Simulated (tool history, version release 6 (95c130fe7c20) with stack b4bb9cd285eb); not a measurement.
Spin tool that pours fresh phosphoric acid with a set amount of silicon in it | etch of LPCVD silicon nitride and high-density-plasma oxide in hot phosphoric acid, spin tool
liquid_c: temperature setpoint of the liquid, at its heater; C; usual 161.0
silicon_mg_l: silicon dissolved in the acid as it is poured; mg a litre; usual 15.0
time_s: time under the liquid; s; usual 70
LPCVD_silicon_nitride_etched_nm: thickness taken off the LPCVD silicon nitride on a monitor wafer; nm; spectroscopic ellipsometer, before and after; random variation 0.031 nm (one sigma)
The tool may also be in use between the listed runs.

run   hour  liquid_c  silicon_mg_l  time_s  wafers since the last listed run  hours since the thermometer was replaced  hours since the dissolved silicon flow meter was replaced  hours since the heated supply line was repaired  hours since the gauge calibration  read-back film thickness of the LPCVD silicon nitride reference wafer, read on the same gauge (nm)  LPCVD_silicon_nitride_etched_nm
  1    0.0     161.0          15.0      55                                 0                                     580.2                                                      977.3                                           3266.7                                3.1                                                                                              129.96                             4.14
  2   15.0     161.0          15.0      85                               141                                     595.2                                                      992.3                                           3281.7                               18.1                                                                                              129.99                             6.39
  3   25.3     161.0          15.0      85                                97                                     605.5                                                     1002.6                                           3292.0                               28.4                                                                                              130.05                             6.40
  4   31.6     161.0          15.0      85                                59                                     611.8                                                     1008.9                                           3298.3                               34.7                                                                                              129.98                             6.31
  5   40.5     161.0          15.0      70                                83                                     620.7                                                     1017.8                                           3307.2                               43.6                                                                                              129.98                             5.21
  6   49.6     161.0          15.0      35                                85                                     629.8                                                     1026.9                                           3316.3                               52.7                                                                                              130.04                             2.63
  7   64.7     161.0           8.0      70                               142                                     644.9                                                     1042.0                                           3331.4                               67.8                                                                                              130.01                             5.22
      70.8  -- dissolved silicon flow meter replaced
  8  100.4     161.0          20.0      70                               327                                     680.6                                                       29.6                                           3367.1                              103.5                                                                                              130.05                             5.20
  9  112.5     161.0          15.0      85                               114                                     692.7                                                       41.7                                           3379.2                              115.6                                                                                              130.00                             6.31
     124.5  -- thermometer replaced
 10  128.6     161.0          25.5      90                               142                                       4.1                                                       57.8                                           3395.3                              131.7                                                                                              129.99                             7.21
 11  137.7     161.0          15.0      70                                85                                      13.2                                                       66.9                                           3404.4                              140.8                                                                                              130.03                             5.65
 12  149.6     161.0          15.0      60                               112                                      25.1                                                       78.8                                           3416.3                              152.7                                                                                              130.03                             4.77
     155.9  -- heated supply line repaired
 13  156.4     161.0          15.0      70                                54                                      31.9                                                       85.6                                              0.5                              159.5                                                                                              129.97                             5.55
 14  170.8     161.0          15.0     105                               135                                      46.3                                                      100.0                                             14.9                              173.9                                                                                              130.00                             8.36
 15  181.4     159.0          15.0      80                                99                                      56.9                                                      110.6                                             25.5                              184.5                                                                                              129.96                             5.88
 16  190.5     161.0          15.0      50                                85                                      66.0                                                      119.7                                             34.6                              193.6                                                                                              130.01                             3.99
 17  204.2     161.0          15.0      95                               129                                      79.7                                                      133.4                                             48.3                              207.3                                                                                              130.01                             7.59
 18  219.4     162.5          15.0      80                               143                                      94.9                                                      148.6                                             63.5                              222.5                                                                                              130.01                             6.74
     231.7  -- gauge calibrated
 19  254.6     159.0           3.5      70                               331                                     130.1                                                      183.8                                             98.7                               22.9                                                                                              130.00                             5.13
 20  267.1     158.0          10.0     105                               117                                     142.6                                                      196.3                                            111.2                               35.4                                                                                              129.97                             7.47
 21  274.5     163.5          23.5      80                                69                                     150.0                                                      203.7                                            118.6                               42.8                                                                                              130.00                             6.77
 22  281.2     161.0          15.0      70                                63                                     156.7                                                      210.4                                            125.3                               49.5                                                                                              130.00                             5.50

3 ways to go on from here, each from the tool as it stands after run 22. What would each give?
  A  281.6     161.0          15.0      70                                 3                                     157.1                                                      210.8                                            125.7                               49.9                                                                                                   ?                                ?
  B  281.6     162.5          15.0      35                                 3                                     157.1                                                      210.8                                            125.7                               49.9                                                                                                   ?                                ?
  C  281.6     158.5          19.0      85                                 3                                     157.1                                                      210.8                                            125.7                               49.9                                                                                                   ?                                ?

run  read-back film thickness of the LPCVD silicon nitride reference wafer, read on the same gauge (nm)  LPCVD_silicon_nitride_etched_nm
  A                                                                                              129.99                             5.50
  B                                                                                              129.99                             2.89
  C                                                                                              129.99                             6.14
Without the tool's hidden state the same runs would have given:
run  LPCVD_silicon_nitride_etched_nm
  A                             5.66
  B                             2.97
  C                             6.32

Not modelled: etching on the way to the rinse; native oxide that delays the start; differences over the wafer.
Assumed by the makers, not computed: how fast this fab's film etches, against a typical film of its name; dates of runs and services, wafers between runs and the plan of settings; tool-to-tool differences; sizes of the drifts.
